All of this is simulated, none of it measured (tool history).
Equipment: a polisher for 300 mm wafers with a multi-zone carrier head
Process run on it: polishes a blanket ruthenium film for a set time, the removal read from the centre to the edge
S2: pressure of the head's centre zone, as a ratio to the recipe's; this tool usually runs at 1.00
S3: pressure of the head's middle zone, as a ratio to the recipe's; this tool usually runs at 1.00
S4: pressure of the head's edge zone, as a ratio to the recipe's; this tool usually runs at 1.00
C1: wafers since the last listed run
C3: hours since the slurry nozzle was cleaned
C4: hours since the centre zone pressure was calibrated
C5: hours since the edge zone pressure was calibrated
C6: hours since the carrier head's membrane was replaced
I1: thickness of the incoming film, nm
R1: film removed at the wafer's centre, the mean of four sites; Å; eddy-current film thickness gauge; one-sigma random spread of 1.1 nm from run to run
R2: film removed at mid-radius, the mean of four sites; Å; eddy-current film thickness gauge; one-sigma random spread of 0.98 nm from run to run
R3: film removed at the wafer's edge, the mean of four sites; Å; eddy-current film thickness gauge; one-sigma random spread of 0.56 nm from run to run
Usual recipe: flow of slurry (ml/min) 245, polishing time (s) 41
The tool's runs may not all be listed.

run 1 hour=0.0 | flow_of_slurry_(ml/min)=245 S2=1.00 S3=1.00 S4=1.00 polishing_time_(s)=41 | C1=0 wafers_polished_on_this_pad=4339 C3=930.6 C4=792.5 C5=1050.1 C6=129.7 | I1=536.6 | R1=679 R2=769 R3=780
-- hour=42.4 centre zone pressure recalibrated
-- hour=48.5 worn pad replaced by a new one
-- hour=55.7 slurry nozzle cleaned
run 2 hour=81.4 | flow_of_slurry_(ml/min)=245 S2=1.00 S3=1.00 S4=1.00 polishing_time_(s)=41 | C1=670 wafers_polished_on_this_pad=286 C3=25.7 C4=39.0 C5=1131.5 C6=211.1 | I1=532.6 | R1=753 R2=761 R3=765
run 3 hour=158.6 | flow_of_slurry_(ml/min)=245 S2=1.00 S3=1.00 S4=1.00 polishing_time_(s)=41 | C1=695 wafers_polished_on_this_pad=982 C3=102.9 C4=116.2 C5=1208.7 C6=288.3 | I1=536.4 | R1=770 R2=787 R3=767
run 4 hour=251.2 | flow_of_slurry_(ml/min)=245 S2=1.00 S3=1.00 S4=0.97 polishing_time_(s)=41 | C1=834 wafers_polished_on_this_pad=1816 C3=195.5 C4=208.8 C5=1301.3 C6=380.9 | I1=546.5 | R1=730 R2=775 R3=752
run 5 hour=355.4 | flow_of_slurry_(ml/min)=325 S2=1.00 S3=1.00 S4=1.00 polishing_time_(s)=41 | C1=938 wafers_polished_on_this_pad=2754 C3=299.7 C4=313.0 C5=1405.5 C6=485.1 | I1=539.4 | R1=759 R2=776 R3=787
-- hour=396.6 edge zone pressure recalibrated
run 6 hour=448.4 | flow_of_slurry_(ml/min)=200 S2=0.88 S3=0.96 S4=1.00 polishing_time_(s)=46 | C1=819 wafers_polished_on_this_pad=3574 C3=392.7 C4=406.0 C5=51.8 C6=578.1 | I1=534.1 | R1=710 R2=812 R3=856
run 7 hour=510.2 | flow_of_slurry_(ml/min)=245 S2=0.96 S3=1.00 S4=1.00 polishing_time_(s)=31 | C1=556 wafers_polished_on_this_pad=4130 C3=454.5 C4=467.8 C5=113.6 C6=639.9 | I1=536.5 | R1=526 R2=591 R3=584
run 8 hour=648.3 | flow_of_slurry_(ml/min)=245 S2=1.09 S3=1.00 S4=1.00 polishing_time_(s)=41 | C1=1243 wafers_polished_on_this_pad=5374 C3=592.6 C4=605.9 C5=251.7 C6=778.0 | I1=539.7 | R1=759 R2=779 R3=777
-- hour=682.0 worn pad replaced by a new one
run 9 hour=718.7 | flow_of_slurry_(ml/min)=220 S2=1.00 S3=0.95 S4=1.04 polishing_time_(s)=37 | C1=598 wafers_polished_on_this_pad=330 C3=663.0 C4=676.3 C5=322.1 C6=848.4 | I1=548.5 | R1=608 R2=660 R3=707
run 10 hour=816.6 | flow_of_slurry_(ml/min)=245 S2=1.00 S3=1.00 S4=1.00 polishing_time_(s)=41 | C1=881 wafers_polished_on_this_pad=1212 C3=760.9 C4=774.2 C5=420.0 C6=946.3 | I1=538.7 | R1=688 R2=783 R3=770
run 11 hour=858.8 | flow_of_slurry_(ml/min)=245 S2=1.00 S3=1.10 S4=1.08 polishing_time_(s)=41 | C1=380 wafers_polished_on_this_pad=1592 C3=803.1 C4=816.4 C5=462.2 C6=988.5 | I1=535.3 | R1=673 R2=851 R3=793
run 12 hour=909.4 | flow_of_slurry_(ml/min)=245 S2=0.92 S3=1.00 S4=1.00 polishing_time_(s)=41 | C1=455 wafers_polished_on_this_pad=2047 C3=853.7 C4=867.0 C5=512.8 C6=1039.1 | I1=536.2 | R1=599 R2=770 R3=777
-- hour=917.8 slurry nozzle cleaned
-- hour=943.4 centre zone pressure recalibrated
run 13 hour=966.1 | flow_of_slurry_(ml/min)=245 S2=1.00 S3=1.11 S4=0.93 polishing_time_(s)=41 | C1=483 wafers_polished_on_this_pad=2531 C3=48.3 C4=22.7 C5=569.5 C6=1095.8 | I1=537.6 | R1=795 R2=864 R3=739
run 14 hour=1014.2 | flow_of_slurry_(ml/min)=245 S2=1.00 S3=1.00 S4=1.00 polishing_time_(s)=41 | C1=433 wafers_polished_on_this_pad=2964 C3=96.4 C4=70.8 C5=617.6 C6=1143.9 | I1=538.4 | R1=763 R2=780 R3=771
run 15 hour=1053.2 | flow_of_slurry_(ml/min)=300 S2=1.00 S3=1.00 S4=1.00 polishing_time_(s)=41 | C1=351 wafers_polished_on_this_pad=3315 C3=135.4 C4=109.8 C5=656.6 C6=1182.9 | I1=532.2 | R1=775 R2=798 R3=785
run 16 hour=1137.7 | flow_of_slurry_(ml/min)=245 S2=1.00 S3=1.00 S4=1.08 polishing_time_(s)=41 | C1=761 wafers_polished_on_this_pad=4077 C3=219.9 C4=194.3 C5=741.1 C6=1267.4 | I1=528.6 | R1=746 R2=762 R3=810
run 17 hour=1173.8 | flow_of_slurry_(ml/min)=245 S2=1.09 S3=1.09 S4=0.90 polishing_time_(s)=37 | C1=325 wafers_polished_on_this_pad=4402 C3=256.0 C4=230.4 C5=777.2 C6=1303.5 | I1=534.7 | R1=727 R2=755 R3=669
-- hour=1220.6 carrier head's membrane replaced by a new one
-- hour=1340.1 worn pad replaced by a new one
run 18 hour=1421.7 | flow_of_slurry_(ml/min)=245 S2=1.00 S3=1.00 S4=1.00 polishing_time_(s)=41 | C1=2151 wafers_polished_on_this_pad=734 C3=503.9 C4=478.3 C5=1025.1 C6=201.1 | I1=532.9 | R1=714 R2=783 R3=787
run 19 hour=1457.9 | flow_of_slurry_(ml/min)=290 S2=1.00 S3=1.00 S4=0.92 polishing_time_(s)=54 | C1=326 wafers_polished_on_this_pad=1060 C3=540.1 C4=514.5 C5=1061.3 C6=237.3 | I1=548.8 | R1=971 R2=1027 R3=1003
run 20 hour=1549.8 | flow_of_slurry_(ml/min)=245 S2=1.00 S3=1.00 S4=1.00 polishing_time_(s)=41 | C1=827 wafers_polished_on_this_pad=1888 C3=632.0 C4=606.4 C5=1153.2 C6=329.2 | I1=531.8 | R1=725 R2=772 R3=769
run 21 hour=1639.8 | flow_of_slurry_(ml/min)=245 S2=1.00 S3=1.00 S4=1.00 polishing_time_(s)=41 | C1=810 wafers_polished_on_this_pad=2699 C3=722.0 C4=696.4 C5=1243.2 C6=419.2 | I1=539.1 | R1=682 R2=758 R3=771
run 22 hour=1737.5 | flow_of_slurry_(ml/min)=295 S2=1.00 S3=0.88 S4=1.10 polishing_time_(s)=30 | C1=879 wafers_polished_on_this_pad=3578 C3=819.7 C4=794.1 C5=1340.9 C6=516.9 | I1=535.9 | R1=511 R2=520 R3=607
-- hour=1747.3 centre zone pressure recalibrated
-- hour=1754.7 slurry nozzle cleaned
-- hour=1755.3 edge zone pressure recalibrated
run 23 hour=1830.4 | flow_of_slurry_(ml/min)=245 S2=1.00 S3=1.00 S4=1.00 polishing_time_(s)=41 | C1=804 wafers_polished_on_this_pad=4383 C3=75.7 C4=83.1 C5=75.1 C6=609.8 | I1=545.7 | R1=768 R2=763 R3=779

Forecast each of these 3 alternatives for the next run:
run A hour=1830.8 | flow_of_slurry_(ml/min)=245 S2=1.00 S3=1.00 S4=1.00 polishing_time_(s)=41 | C1=3 wafers_polished_on_this_pad=4386 C3=76.1 C4=83.5 C5=75.5 C6=610.2 | I1=537.8 | R1=? R2=? R3=?
run B hour=1830.8 | flow_of_slurry_(ml/min)=245 S2=1.00 S3=1.00 S4=1.07 polishing_time_(s)=34 | C1=3 wafers_polished_on_this_pad=4386 C3=76.1 C4=83.5 C5=75.5 C6=610.2 | I1=537.8 | R1=? R2=? R3=?
run C hour=1830.8 | flow_of_slurry_(ml/min)=180 S2=0.93 S3=0.91 S4=1.00 polishing_time_(s)=41 | C1=3 wafers_polished_on_this_pad=4386 C3=76.1 C4=83.5 C5=75.5 C6=610.2 | I1=537.8 | R1=? R2=? R3=?

run=A R1=743 R2=787 R3=767
run=B R1=616 R2=652 R3=657
run=C R1=665 R2=703 R3=749
Had the tool no hidden state, the same runs would have come out as:
run=A R1=754 R2=787 R3=767
run=B R1=625 R2=652 R3=657
run=C R1=675 R2=703 R3=749
